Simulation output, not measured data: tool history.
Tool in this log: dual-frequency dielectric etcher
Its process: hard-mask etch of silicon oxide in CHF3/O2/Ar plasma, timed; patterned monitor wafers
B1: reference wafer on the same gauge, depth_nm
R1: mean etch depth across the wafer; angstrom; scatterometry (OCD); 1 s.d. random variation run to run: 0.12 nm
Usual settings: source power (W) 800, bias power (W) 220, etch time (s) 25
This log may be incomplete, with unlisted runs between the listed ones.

run 1 hour=0 | source_power_(W)=800 bias_power_(W)=220 etch_time_(s)=25 | B1=48.1 | R1=579
run 2 hour=12.8 | source_power_(W)=800 bias_power_(W)=220 etch_time_(s)=27.5 | B1=48.1 | R1=638
run 3 hour=40.7 | source_power_(W)=800 bias_power_(W)=220 etch_time_(s)=27.5 | B1=48.1 | R1=639
run 4 hour=75.3 | source_power_(W)=800 bias_power_(W)=220 etch_time_(s)=25 | B1=48.1 | R1=580
run 5 hour=119.8 | source_power_(W)=800 bias_power_(W)=220 etch_time_(s)=25 | B1=48.1 | R1=584
run 6 hour=138.5 | source_power_(W)=800 bias_power_(W)=220 etch_time_(s)=25 | B1=48.1 | R1=584
run 7 hour=165.6 | source_power_(W)=800 bias_power_(W)=220 etch_time_(s)=25 | B1=48.1 | R1=584
run 8 hour=193.1 | source_power_(W)=800 bias_power_(W)=220 etch_time_(s)=30 | B1=48.1 | R1=702
run 9 hour=205.3 | source_power_(W)=800 bias_power_(W)=220 etch_time_(s)=30 | B1=48.1 | R1=698
run 10 hour=226.1 | source_power_(W)=800 bias_power_(W)=220 etch_time_(s)=25 | B1=48.1 | R1=584
run 11 hour=262.1 | source_power_(W)=800 bias_power_(W)=220 etch_time_(s)=25 | B1=48.1 | R1=584
run 12 hour=274.8 | source_power_(W)=800 bias_power_(W)=220 etch_time_(s)=25 | B1=48.1 | R1=585
run 13 hour=298.1 | source_power_(W)=800 bias_power_(W)=194 etch_time_(s)=27.5 | B1=48.1 | R1=615
-- hour=333.5 upper electrode replaced
-- hour=338.9 gauge calibrated
-- hour=355 wet clean of the chamber
run 14 hour=355.5 | source_power_(W)=800 bias_power_(W)=194 etch_time_(s)=27.5 | B1=48.1 | R1=606
run 15 hour=355.8 | source_power_(W)=800 bias_power_(W)=194 etch_time_(s)=27.5 | B1=48.1 | R1=605
run 16 hour=378.4 | source_power_(W)=880 bias_power_(W)=190 etch_time_(s)=27.5 | B1=48.1 | R1=628
run 17 hour=408.8 | source_power_(W)=800 bias_power_(W)=220 etch_time_(s)=25 | B1=48.1 | R1=576
-- hour=483.3 source power generator calibrated
run 18 hour=506 | source_power_(W)=800 bias_power_(W)=220 etch_time_(s)=25 | B1=48.1 | R1=577
run 19 hour=519.3 | source_power_(W)=990 bias_power_(W)=267 etch_time_(s)=30.5 | B1=48.1 | R1=830
run 20 hour=589.7 | source_power_(W)=650 bias_power_(W)=265 etch_time_(s)=18 | B1=48.1 | R1=409
run 21 hour=625.7 | source_power_(W)=800 bias_power_(W)=239 etch_time_(s)=25 | B1=48.1 | R1=596
run 22 hour=660.7 | source_power_(W)=800 bias_power_(W)=220 etch_time_(s)=25 | B1=48.1 | R1=579
-- hour=666.7 bias power generator calibrated
run 23 hour=685.1 | source_power_(W)=740 bias_power_(W)=191 etch_time_(s)=19.5 | B1=48.1 | R1=422
run 24 hour=710.2 | source_power_(W)=960 bias_power_(W)=220 etch_time_(s)=22 | B1=48.1 | R1=562
run 25 hour=743.8 | source_power_(W)=800 bias_power_(W)=220 etch_time_(s)=25 | B1=48.2 | R1=591
run 26 hour=770.2 | source_power_(W)=630 bias_power_(W)=169 etch_time_(s)=28 | B1=48.1 | R1=542
-- hour=804.4 wet clean of the chamber
run 27 hour=804.9 | source_power_(W)=800 bias_power_(W)=220 etch_time_(s)=25 | B1=48.1 | R1=581
run 28 hour=813.8 | source_power_(W)=660 bias_power_(W)=173 etch_time_(s)=20.5 | B1=48.1 | R1=402
run 29 hour=848.1 | source_power_(W)=980 bias_power_(W)=198 etch_time_(s)=27 | B1=48.1 | R1=660
run 30 hour=882.3 | source_power_(W)=800 bias_power_(W)=220 etch_time_(s)=25 | B1=48.1 | R1=584
run 31 hour=901.2 | source_power_(W)=850 bias_power_(W)=203 etch_time_(s)=25 | B1=48.1 | R1=583

Forecast each of these 3 alternatives for the next run:
run A hour=901.6 | source_power_(W)=870 bias_power_(W)=220 etch_time_(s)=25 | B1=? | R1=?
run B hour=901.6 | source_power_(W)=620 bias_power_(W)=220 etch_time_(s)=25 | B1=? | R1=?
run C hour=901.6 | source_power_(W)=920 bias_power_(W)=220 etch_time_(s)=20 | B1=? | R1=?

run=A B1=48.1 R1=605
run=B B1=48.1 R1=524
run=C B1=48.1 R1=495
What these runs would have given with no unlogged condition in the tool:
run=A R1=605
run=B R1=525
run=C R1=496
